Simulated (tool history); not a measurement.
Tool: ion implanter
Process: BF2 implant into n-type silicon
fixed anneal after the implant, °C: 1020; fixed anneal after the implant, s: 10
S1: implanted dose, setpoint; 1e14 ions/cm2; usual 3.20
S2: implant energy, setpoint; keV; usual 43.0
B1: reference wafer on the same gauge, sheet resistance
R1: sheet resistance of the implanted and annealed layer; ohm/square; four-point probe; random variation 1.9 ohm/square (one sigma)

run 1 hour=0.0 | S1=3.20 S2=43.0 | B1=387.78 | R1=357.09
run 2 hour=31.0 | S1=3.20 S2=43.0 | B1=386.98 | R1=357.69
-- hour=58.3 gauge calibrated
run 3 hour=59.7 | S1=3.20 S2=43.0 | B1=395.42 | R1=364.69
run 4 hour=92.0 | S1=3.20 S2=43.0 | B1=393.67 | R1=360.17
run 5 hour=119.5 | S1=3.20 S2=43.0 | B1=391.93 | R1=357.98
run 6 hour=141.4 | S1=3.20 S2=43.0 | B1=391.39 | R1=358.53
run 7 hour=248.3 | S1=3.20 S2=43.0 | B1=389.60 | R1=357.22
run 8 hour=277.1 | S1=3.20 S2=43.0 | B1=388.71 | R1=353.30
run 9 hour=306.9 | S1=3.20 S2=34.5 | B1=388.59 | R1=361.81
run 10 hour=329.1 | S1=3.20 S2=34.5 | B1=388.39 | R1=365.42
-- hour=361.9 Faraday cup replaced and dose calibrated
run 11 hour=362.4 | S1=3.20 S2=34.5 | B1=388.41 | R1=363.39
run 12 hour=445.5 | S1=2.58 S2=43.0 | B1=387.98 | R1=428.20
run 13 hour=471.1 | S1=3.48 S2=54.5 | B1=387.65 | R1=323.11
run 14 hour=490.1 | S1=2.54 S2=55.0 | B1=387.41 | R1=417.11
run 15 hour=511.4 | S1=3.93 S2=28.5 | B1=387.39 | R1=312.37
-- hour=516.9 gauge calibrated
-- hour=533.2 extraction supply calibrated
run 16 hour=535.8 | S1=3.20 S2=43.0 | B1=395.91 | R1=364.70
run 17 hour=556.9 | S1=2.73 S2=30.5 | B1=395.42 | R1=432.72
run 18 hour=570.2 | S1=3.20 S2=43.0 | B1=395.14 | R1=364.84
run 19 hour=602.4 | S1=4.12 S2=35.0 | B1=393.46 | R1=297.09
run 20 hour=636.4 | S1=2.35 S2=37.0 | B1=392.05 | R1=470.93
run 21 hour=670.2 | S1=2.25 S2=28.5 | B1=392.09 | R1=501.64
run 22 hour=695.1 | S1=2.33 S2=49.5 | B1=392.22 | R1=463.98
run 23 hour=741.1 | S1=2.84 S2=37.5 | B1=390.94 | R1=402.71

Below, each run's measurement less what the same run would have read without the hidden state. Both values contain the same run-to-run variation, but the gauge's scatter may not be the same in both:
Hidden state at play: deviation of the true dose from the Faraday cup's reading, %; deviation of the true energy from its setpoint, %; gauge reads high (%).
run=1 R1=-6.75
run=2 R1=-6.89
run=3 R1=-0.07
run=4 R1=-1.39
run=5 R1=-2.32
run=6 R1=-2.96
run=7 R1=-5.09
run=8 R1=-5.39
run=9 R1=-5.84
run=10 R1=-6.12
run=11 R1=-6.34
run=12 R1=-8.01
run=13 R1=-6.13
run=14 R1=-7.99
run=15 R1=-6.04
run=16 R1=+0.90
run=17 R1=+0.12
run=18 R1=-0.36
run=19 R1=-1.08
run=20 R1=-2.78
run=21 R1=-3.90
run=22 R1=-4.13
run=23 R1=-4.26

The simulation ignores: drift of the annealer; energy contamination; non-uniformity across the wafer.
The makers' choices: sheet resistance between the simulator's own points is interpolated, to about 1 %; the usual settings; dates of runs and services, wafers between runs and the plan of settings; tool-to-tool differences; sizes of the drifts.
